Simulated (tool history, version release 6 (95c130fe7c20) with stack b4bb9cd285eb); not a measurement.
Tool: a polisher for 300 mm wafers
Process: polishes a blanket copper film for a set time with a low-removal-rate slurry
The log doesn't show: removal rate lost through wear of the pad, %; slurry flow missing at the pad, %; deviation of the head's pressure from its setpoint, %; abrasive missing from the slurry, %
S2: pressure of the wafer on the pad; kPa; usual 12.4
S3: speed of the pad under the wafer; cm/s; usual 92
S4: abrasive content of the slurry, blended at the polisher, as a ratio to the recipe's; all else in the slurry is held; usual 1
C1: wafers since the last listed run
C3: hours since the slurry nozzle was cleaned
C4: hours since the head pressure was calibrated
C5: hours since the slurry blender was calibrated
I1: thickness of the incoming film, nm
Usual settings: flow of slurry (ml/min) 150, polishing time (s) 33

{"run": 1, "hour": 0.0, "flow of slurry (ml/min)": 150, "S2": 12.4, "S3": 92, "S4": 1, "polishing time (s)": 33, "C1": 0, "wafers polished on this pad": 538, "C3": 15.6, "C4": 707.6, "C5": 165.9, "I1": 1285.7, "film removed (angstrom)": 509}
{"run": 2, "hour": 20.4, "flow of slurry (ml/min)": 150, "S2": 12.4, "S3": 92, "S4": 1, "polishing time (s)": 33, "C1": 153, "wafers polished on this pad": 691, "C3": 36, "C4": 728, "C5": 186.3, "I1": 1285.7, "film removed (angstrom)": 511}
{"hour": 87.7, "done": "slurry blender recalibrated"}
{"run": 3, "hour": 119.3, "flow of slurry (ml/min)": 150, "S2": 12.4, "S3": 92, "S4": 1, "polishing time (s)": 33, "C1": 728, "wafers polished on this pad": 1419, "C3": 134.9, "C4": 826.9, "C5": 31.6, "I1": 1311.4, "film removed (angstrom)": 509}
{"hour": 132.7, "done": "worn pad replaced by a new one"}
{"run": 4, "hour": 153.4, "flow of slurry (ml/min)": 150, "S2": 13.8, "S3": 92, "S4": 1, "polishing time (s)": 33, "C1": 226, "wafers polished on this pad": 155, "C3": 169, "C4": 861, "C5": 65.7, "I1": 1290.4, "film removed (angstrom)": 559}
{"hour": 192.4, "done": "slurry nozzle cleaned"}
{"run": 5, "hour": 231.1, "flow of slurry (ml/min)": 150, "S2": 13.8, "S3": 92, "S4": 1, "polishing time (s)": 33, "C1": 576, "wafers polished on this pad": 732, "C3": 38.7, "C4": 938.7, "C5": 143.4, "I1": 1292.7, "film removed (angstrom)": 544}
{"run": 6, "hour": 259.6, "flow of slurry (ml/min)": 150, "S2": 9.7, "S3": 68, "S4": 1, "polishing time (s)": 33, "C1": 214, "wafers polished on this pad": 946, "C3": 67.2, "C4": 967.2, "C5": 171.9, "I1": 1273.8, "film removed (angstrom)": 319}
{"run": 7, "hour": 281.5, "flow of slurry (ml/min)": 150, "S2": 9.7, "S3": 68, "S4": 1, "polishing time (s)": 33, "C1": 164, "wafers polished on this pad": 1110, "C3": 89.1, "C4": 989.1, "C5": 193.8, "I1": 1300.7, "film removed (angstrom)": 318}
{"run": 8, "hour": 312.3, "flow of slurry (ml/min)": 180, "S2": 12.4, "S3": 78, "S4": 1, "polishing time (s)": 33, "C1": 231, "wafers polished on this pad": 1342, "C3": 119.9, "C4": 1019.9, "C5": 224.6, "I1": 1266.9, "film removed (angstrom)": 441}
{"hour": 326.9, "done": "slurry blender recalibrated"}
{"run": 9, "hour": 329.3, "flow of slurry (ml/min)": 180, "S2": 12.4, "S3": 78, "S4": 1, "polishing time (s)": 33, "C1": 112, "wafers polished on this pad": 1455, "C3": 136.9, "C4": 1036.9, "C5": 2.4, "I1": 1298.8, "film removed (angstrom)": 451}
{"run": 10, "hour": 345.3, "flow of slurry (ml/min)": 150, "S2": 12.4, "S3": 110, "S4": 1, "polishing time (s)": 33, "C1": 120, "wafers polished on this pad": 1575, "C3": 152.9, "C4": 1052.9, "C5": 18.4, "I1": 1272.6, "film removed (angstrom)": 595}
{"run": 11, "hour": 374.6, "flow of slurry (ml/min)": 150, "S2": 12.4, "S3": 110, "S4": 1, "polishing time (s)": 33, "C1": 220, "wafers polished on this pad": 1795, "C3": 182.2, "C4": 1082.2, "C5": 47.7, "I1": 1278.3, "film removed (angstrom)": 588}
{"hour": 381.4, "done": "worn pad replaced by a new one"}
{"run": 12, "hour": 389.3, "flow of slurry (ml/min)": 150, "S2": 9, "S3": 92, "S4": 1, "polishing time (s)": 33, "C1": 80, "wafers polished on this pad": 59, "C3": 196.9, "C4": 1096.9, "C5": 62.4, "I1": 1273.6, "film removed (angstrom)": 379}
{"run": 13, "hour": 413.8, "flow of slurry (ml/min)": 150, "S2": 12.4, "S3": 110, "S4": 1, "polishing time (s)": 33, "C1": 184, "wafers polished on this pad": 243, "C3": 221.4, "C4": 1121.4, "C5": 86.9, "I1": 1309.1, "film removed (angstrom)": 601}
{"hour": 424.1, "done": "slurry nozzle cleaned"}
{"run": 14, "hour": 440.2, "flow of slurry (ml/min)": 150, "S2": 12.4, "S3": 102, "S4": 0.8, "polishing time (s)": 29, "C1": 190, "wafers polished on this pad": 434, "C3": 16.1, "C4": 1147.8, "C5": 113.3, "I1": 1283.1, "film removed (angstrom)": 469}
{"hour": 451.5, "done": "head pressure recalibrated"}
{"run": 15, "hour": 473.2, "flow of slurry (ml/min)": 130, "S2": 9.7, "S3": 74, "S4": 1, "polishing time (s)": 41, "C1": 233, "wafers polished on this pad": 667, "C3": 49.1, "C4": 21.7, "C5": 146.3, "I1": 1287.9, "film removed (angstrom)": 417}
{"run": 16, "hour": 506.9, "flow of slurry (ml/min)": 150, "S2": 12.4, "S3": 92, "S4": 1, "polishing time (s)": 33, "C1": 253, "wafers polished on this pad": 921, "C3": 82.8, "C4": 55.4, "C5": 180, "I1": 1277.1, "film removed (angstrom)": 510}
{"run": 17, "hour": 535.9, "flow of slurry (ml/min)": 190, "S2": 12.4, "S3": 74, "S4": 1.2, "polishing time (s)": 40, "C1": 218, "wafers polished on this pad": 1139, "C3": 111.8, "C4": 84.4, "C5": 209, "I1": 1292.5, "film removed (angstrom)": 527}
{"run": 18, "hour": 569.7, "flow of slurry (ml/min)": 150, "S2": 12.4, "S3": 92, "S4": 1, "polishing time (s)": 33, "C1": 254, "wafers polished on this pad": 1393, "C3": 145.6, "C4": 118.2, "C5": 242.8, "I1": 1288.4, "film removed (angstrom)": 512}
{"hour": 578.4, "done": "slurry blender recalibrated"}
{"hour": 600.7, "done": "worn pad replaced by a new one"}
{"run": 19, "hour": 601.2, "flow of slurry (ml/min)": 150, "S2": 12.4, "S3": 92, "S4": 1, "polishing time (s)": 33, "C1": 191, "wafers polished on this pad": 3, "C3": 177.1, "C4": 149.7, "C5": 22.8, "I1": 1296.6, "film removed (angstrom)": 515}
{"run": 20, "hour": 630.9, "flow of slurry (ml/min)": 150, "S2": 11, "S3": 108, "S4": 1, "polishing time (s)": 33, "C1": 223, "wafers polished on this pad": 226, "C3": 206.8, "C4": 179.4, "C5": 52.5, "I1": 1278.7, "film removed (angstrom)": 534}
{"run": 21, "hour": 666.0, "flow of slurry (ml/min)": 120, "S2": 15.2, "S3": 92, "S4": 1, "polishing time (s)": 26, "C1": 263, "wafers polished on this pad": 490, "C3": 241.9, "C4": 214.5, "C5": 87.6, "I1": 1276.9, "film removed (angstrom)": 459}
{"hour": 668.3, "done": "slurry nozzle cleaned"}
{"run": 22, "hour": 691.4, "flow of slurry (ml/min)": 150, "S2": 12.4, "S3": 92, "S4": 1, "polishing time (s)": 33, "C1": 183, "wafers polished on this pad": 674, "C3": 23.1, "C4": 239.9, "C5": 113, "I1": 1277, "film removed (angstrom)": 507}
{"run": 23, "hour": 724.7, "flow of slurry (ml/min)": 150, "S2": 12.4, "S3": 92, "S4": 1, "polishing time (s)": 33, "C1": 250, "wafers polished on this pad": 924, "C3": 56.4, "C4": 273.2, "C5": 146.3, "I1": 1292.9, "film removed (angstrom)": 500}
{"run": 24, "hour": 751.1, "flow of slurry (ml/min)": 150, "S2": 12.4, "S3": 92, "S4": 1, "polishing time (s)": 33, "C1": 198, "wafers polished on this pad": 1122, "C3": 82.8, "C4": 299.6, "C5": 172.7, "I1": 1290.9, "film removed (angstrom)": 517}
{"run": 25, "hour": 772.8, "flow of slurry (ml/min)": 150, "S2": 13.8, "S3": 92, "S4": 0.8, "polishing time (s)": 33, "C1": 163, "wafers polished on this pad": 1286, "C3": 104.5, "C4": 321.3, "C5": 194.4, "I1": 1289.6, "film removed (angstrom)": 525}
{"run": 26, "hour": 788.1, "flow of slurry (ml/min)": 190, "S2": 13.8, "S3": 74, "S4": 1, "polishing time (s)": 22, "C1": 115, "wafers polished on this pad": 1401, "C3": 119.8, "C4": 336.6, "C5": 209.7, "I1": 1310.2, "film removed (angstrom)": 310}
{"hour": 824.3, "done": "worn pad replaced by a new one"}
{"run": 27, "hour": 824.8, "flow of slurry (ml/min)": 150, "S2": 9.7, "S3": 112, "S4": 1.15, "polishing time (s)": 30, "C1": 245, "wafers polished on this pad": 3, "C3": 156.5, "C4": 373.3, "C5": 246.4, "I1": 1302.2, "film removed (angstrom)": 468}
{"hour": 845.0, "done": "slurry blender recalibrated"}
{"run": 28, "hour": 857.6, "flow of slurry (ml/min)": 170, "S2": 12.4, "S3": 92, "S4": 1, "polishing time (s)": 33, "C1": 231, "wafers polished on this pad": 234, "C3": 189.3, "C4": 406.1, "C5": 12.6, "I1": 1303.8, "film removed (angstrom)": 530}
{"run": 29, "hour": 886.1, "flow of slurry (ml/min)": 150, "S2": 15.9, "S3": 92, "S4": 1, "polishing time (s)": 33, "C1": 214, "wafers polished on this pad": 449, "C3": 217.8, "C4": 434.6, "C5": 41.1, "I1": 1302.5, "film removed (angstrom)": 620}
{"run": 30, "hour": 905.2, "flow of slurry (ml/min)": 195, "S2": 9, "S3": 70, "S4": 1, "polishing time (s)": 39, "C1": 143, "wafers polished on this pad": 592, "C3": 236.9, "C4": 453.7, "C5": 60.2, "I1": 1283.6, "film removed (angstrom)": 367}
{"run": 31, "hour": 930.7, "flow of slurry (ml/min)": 150, "S2": 12.4, "S3": 92, "S4": 1, "polishing time (s)": 33, "C1": 191, "wafers polished on this pad": 784, "C3": 262.4, "C4": 479.2, "C5": 85.7, "I1": 1289.9, "film removed (angstrom)": 513}

What the log doesn't show, run by run:
removal rate lost through wear of the pad, %: 0 in every run
slurry flow missing at the pad, %: 0 in every run
deviation of the head's pressure from its setpoint, %: 0 in every run
abrasive missing from the slurry, %: 0 in every run
